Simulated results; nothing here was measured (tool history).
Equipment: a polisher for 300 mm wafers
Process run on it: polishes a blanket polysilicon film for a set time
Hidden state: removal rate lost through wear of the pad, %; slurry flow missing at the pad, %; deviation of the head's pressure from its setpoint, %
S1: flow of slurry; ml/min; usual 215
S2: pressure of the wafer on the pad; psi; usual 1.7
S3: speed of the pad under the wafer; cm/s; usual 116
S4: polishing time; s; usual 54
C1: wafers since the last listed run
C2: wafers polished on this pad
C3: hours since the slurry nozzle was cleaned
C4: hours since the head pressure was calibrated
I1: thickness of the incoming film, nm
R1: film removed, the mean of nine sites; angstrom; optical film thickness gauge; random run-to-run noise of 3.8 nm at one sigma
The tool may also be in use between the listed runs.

run     day   S1   S2   S3  S4   C1    C2     C3     C4      I1    R1
  1       0  215  1.7  116  54    0  1163    0.3  368.4  1361.6  3208
      0.796  -- head pressure recalibrated
  2   3.808  215  1.7  116  54  699  1863   91.7   72.3  1386.4  3121
  3   5.321  215  1.7  116  54  284  2147    128  108.6  1353.1  3060
      6.108  -- worn pad replaced by a new one
  4   6.688  215  1.7  116  54  225   109  160.8  141.4  1379.7  2982
  5   7.971  215  1.7  132  69  241   350  191.6  172.2  1364.2  4338
  6   10.85  215  1.7  132  69  540   890  260.7  241.3  1362.2  4280
  7  11.867  215  1.7  132  69  190  1081  285.1  265.7  1360.1  4313
  8  14.383  215  1.7  116  54  472  1554  345.5  326.1    1371  2926
     14.875  -- slurry nozzle cleaned
     15.225  -- head pressure recalibrated
  9  15.996  215  1.7  102  54  279  1834   26.9   18.5  1393.5  2837
     16.367  -- worn pad replaced by a new one
 10  18.692  215  1.7  102  54  475   437   91.6   83.2    1368  2728
 11   20.85  215  1.7  102  54  405   842  143.4    135  1396.3  2713
 12    22.7  215  1.7  116  54  347  1189  187.8  179.4  1363.5  3058
 13  25.138  215  1.7  116  54  457  1647  246.3  237.9    1384  3037
     27.775  -- worn pad replaced by a new one
 14  27.992  215  1.7  116  54  504    40  314.8  306.4  1356.7  3051
     28.625  -- head pressure recalibrated
 15  29.279  215  1.7  116  54  226   266  345.7   15.7  1367.5  3042
     29.992  -- slurry nozzle cleaned
 16  31.262  145  1.5  154  54  364   631   30.5   63.3  1388.2  3503
 17  33.762  180  1.9  100  54  469  1101   90.5  123.3  1377.2  2895
 18    36.1  215  1.7  116  44  439  1540  146.6  179.4  1377.5  2465
     38.958  -- worn pad replaced by a new one
 19  38.979  215  1.7  116  54  509     3  215.7  248.5    1361  3039
 20  39.812  215  1.7  116  54  156   160  235.7  268.5  1370.9  3049
 21  41.992  175  1.7  116  54  409   569    288  320.8  1393.1  2831
     43.133  -- head pressure recalibrated
 22  44.379  195  1.7  104  70  432  1002  345.3   29.9  1390.1  3258

Expected results for the next run?
     44.612  -- slurry nozzle cleaned
 23  47.358  270  1.9  116  65  551  1554  65.9  101.4  1357.2   ?

R1: 4406 angstrom
Had the tool carried no hidden state, the very same run would have given R1 4550 angstrom.

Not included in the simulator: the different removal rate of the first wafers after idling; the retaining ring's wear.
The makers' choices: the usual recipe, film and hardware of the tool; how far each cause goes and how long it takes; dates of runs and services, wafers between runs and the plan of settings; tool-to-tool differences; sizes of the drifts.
